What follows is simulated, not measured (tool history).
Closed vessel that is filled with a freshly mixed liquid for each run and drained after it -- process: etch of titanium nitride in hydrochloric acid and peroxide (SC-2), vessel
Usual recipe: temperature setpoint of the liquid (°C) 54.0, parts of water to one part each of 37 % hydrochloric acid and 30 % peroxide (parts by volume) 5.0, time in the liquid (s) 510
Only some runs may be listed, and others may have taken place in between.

run,hour,temperature setpoint of the liquid (°C),parts of water to one part each of 37 % hydrochloric acid and 30 % peroxide (parts by volume),time in the liquid (s),wafers since the last listed run,hours since the thermometer was replaced,hours since the chemicals flow meter was replaced,hours since the drum of peroxide was connected,hours since the gauge calibration,"read-back film thickness of the titanium nitride reference wafer, read on the same gauge (nm)",thickness taken off the titanium nitride on a monitor wafer (angstrom)
1,0.0,48.0,5.0,510,0,2208.7,649.5,447.3,24.0,100.01,290.6
2,6.5,48.0,5.0,510,545,2215.2,656.0,453.8,30.5,99.98,293.0
3,17.8,48.0,5.0,510,949,2226.5,667.3,465.1,41.8,99.97,291.9
4,28.5,54.0,5.0,510,898,2237.2,678.0,475.8,52.5,100.01,434.8
5,35.2,54.0,5.0,510,562,2243.9,684.7,482.5,59.2,99.97,438.4
6,43.1,54.0,5.0,510,663,2251.8,692.6,490.4,67.1,99.95,441.2
7,52.9,54.0,5.0,510,823,2261.6,702.4,500.2,76.9,100.02,440.6
8,64.8,54.0,5.0,510,999,2273.5,714.3,512.1,88.8,100.01,437.8
9,71.5,54.0,5.0,510,562,2280.2,721.0,518.8,95.5,100.00,436.7
10,81.0,54.0,5.0,510,797,2289.7,730.5,528.3,105.0,100.01,436.5
# hour 89.8: chemicals flow meter replaced
11,93.1,54.0,5.0,510,932,2301.8,3.3,540.4,117.1,99.96,414.4
12,107.8,54.0,5.0,510,1234,2316.5,18.0,555.1,131.8,100.00,408.0
13,119.5,51.5,5.0,510,982,2328.2,29.7,566.8,143.5,100.06,344.9
14,132.8,51.0,4.0,805,1117,2341.5,43.0,580.1,156.8,99.98,626.1
# hour 143.5: thermometer replaced
15,146.6,54.0,4.0,510,1075,3.1,56.8,593.9,170.6,99.99,478.6
# hour 152.9: new drum of peroxide connected
# hour 155.9: gauge calibrated
16,158.5,60.0,4.0,780,915,15.0,68.7,5.6,2.6,99.98,1076.9
17,175.7,54.0,5.0,510,1444,32.2,85.9,22.8,19.8,99.97,412.9
18,186.0,54.0,5.0,510,865,42.5,96.2,33.1,30.1,100.00,412.1
19,200.3,45.0,4.0,510,1201,56.8,110.5,47.4,44.4,100.02,261.6
20,218.0,61.5,5.0,510,1486,74.5,128.2,65.1,62.1,99.99,667.2
21,230.2,62.5,5.0,340,1024,86.7,140.4,77.3,74.3,99.99,476.3
22,244.1,46.5,7.0,510,1167,100.6,154.3,91.2,88.2,100.02,197.2
23,256.8,54.0,5.0,425,1066,113.3,167.0,103.9,100.9,99.99,345.3
24,269.1,49.0,5.0,510,1033,125.6,179.3,116.2,113.2,100.00,299.3
25,275.5,49.5,4.0,660,537,132.0,185.7,122.6,119.6,100.00,467.5
26,289.7,54.0,4.5,750,1192,146.2,199.9,136.8,133.8,100.02,660.1
27,297.7,48.5,5.0,510,671,154.2,207.9,144.8,141.8,100.01,287.6

Below are 4 alternative next runs, each starting from the tool's condition after run 27. Predict each:
A,298.5,54.0,5.0,510,67,155.0,208.7,145.6,142.6,?,?
B,298.5,45.5,4.0,220,67,155.0,208.7,145.6,142.6,?,?
C,298.5,54.0,6.0,345,67,155.0,208.7,145.6,142.6,?,?
D,298.5,50.5,5.0,510,67,155.0,208.7,145.6,142.6,?,?

run,"read-back film thickness of the titanium nitride reference wafer, read on the same gauge (nm)",thickness taken off the titanium nitride on a monitor wafer (angstrom)
A,99.97,423.2
B,99.97,120.5
C,99.97,250.8
D,99.97,336.2
Without the tool's hidden state the same runs would have given:
run,thickness taken off the titanium nitride on a monitor wafer (angstrom)
A,412.4
B,117.6
C,244.1
D,327.6
